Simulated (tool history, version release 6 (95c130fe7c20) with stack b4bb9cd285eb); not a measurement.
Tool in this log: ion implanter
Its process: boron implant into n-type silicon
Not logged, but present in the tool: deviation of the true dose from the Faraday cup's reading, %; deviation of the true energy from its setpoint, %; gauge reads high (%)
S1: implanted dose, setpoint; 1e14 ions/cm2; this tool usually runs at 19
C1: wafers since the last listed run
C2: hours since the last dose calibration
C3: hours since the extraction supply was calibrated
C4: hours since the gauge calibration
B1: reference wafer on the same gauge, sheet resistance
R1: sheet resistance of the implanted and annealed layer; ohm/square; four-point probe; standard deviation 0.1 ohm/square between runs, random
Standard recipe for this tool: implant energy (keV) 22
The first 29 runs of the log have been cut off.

run 30 hour=716.6 | S1=24.16 implant_energy_(keV)=28 | C1=217 C2=551.4 C3=545.2 C4=391.9 | B1=77.78 | R1=54.55
run 31 hour=815.4 | S1=22.79 implant_energy_(keV)=19.5 | C1=1340 C2=650.2 C3=644 C4=490.7 | B1=77.81 | R1=62.14
run 32 hour=828.1 | S1=16.21 implant_energy_(keV)=19 | C1=172 C2=662.9 C3=656.7 C4=503.4 | B1=77.84 | R1=76.92
-- hour=857.9 Faraday cup replaced and dose calibrated
run 33 hour=858.4 | S1=20.6 implant_energy_(keV)=25 | C1=302 C2=0.5 C3=687 C4=533.7 | B1=77.82 | R1=61.5
run 34 hour=870.8 | S1=16.56 implant_energy_(keV)=16.5 | C1=168 C2=12.9 C3=699.4 C4=546.1 | B1=77.78 | R1=77.42
run 35 hour=890.2 | S1=13.39 implant_energy_(keV)=28.5 | C1=263 C2=32.3 C3=718.8 C4=565.5 | B1=77.84 | R1=84.3
run 36 hour=902.9 | S1=15.71 implant_energy_(keV)=28.5 | C1=172 C2=45 C3=731.5 C4=578.2 | B1=77.79 | R1=73.97
run 37 hour=925.6 | S1=22.29 implant_energy_(keV)=25 | C1=308 C2=67.7 C3=754.2 C4=600.9 | B1=77.86 | R1=58.5

Each row is a separate what-if for the run after 37, all from the same tool condition, not one after another. Results?
run A hour=926 | S1=19 implant_energy_(keV)=22 | C1=5 C2=68.1 C3=754.6 C4=601.3 | B1=? | R1=?
run B hour=926 | S1=21.41 implant_energy_(keV)=22 | C1=5 C2=68.1 C3=754.6 C4=601.3 | B1=? | R1=?
run C hour=926 | S1=24.44 implant_energy_(keV)=22 | C1=5 C2=68.1 C3=754.6 C4=601.3 | B1=? | R1=?
run D hour=926 | S1=15.05 implant_energy_(keV)=29.5 | C1=5 C2=68.1 C3=754.6 C4=601.3 | B1=? | R1=?

run=A B1=77.86 R1=66.62
run=B B1=77.86 R1=61.76
run=C B1=77.86 R1=57.32
run=D B1=77.86 R1=76.45
Had the tool no hidden state, the same runs would have come out as:
run=A R1=66.57
run=B R1=61.72
run=C R1=57.29
run=D R1=76.38

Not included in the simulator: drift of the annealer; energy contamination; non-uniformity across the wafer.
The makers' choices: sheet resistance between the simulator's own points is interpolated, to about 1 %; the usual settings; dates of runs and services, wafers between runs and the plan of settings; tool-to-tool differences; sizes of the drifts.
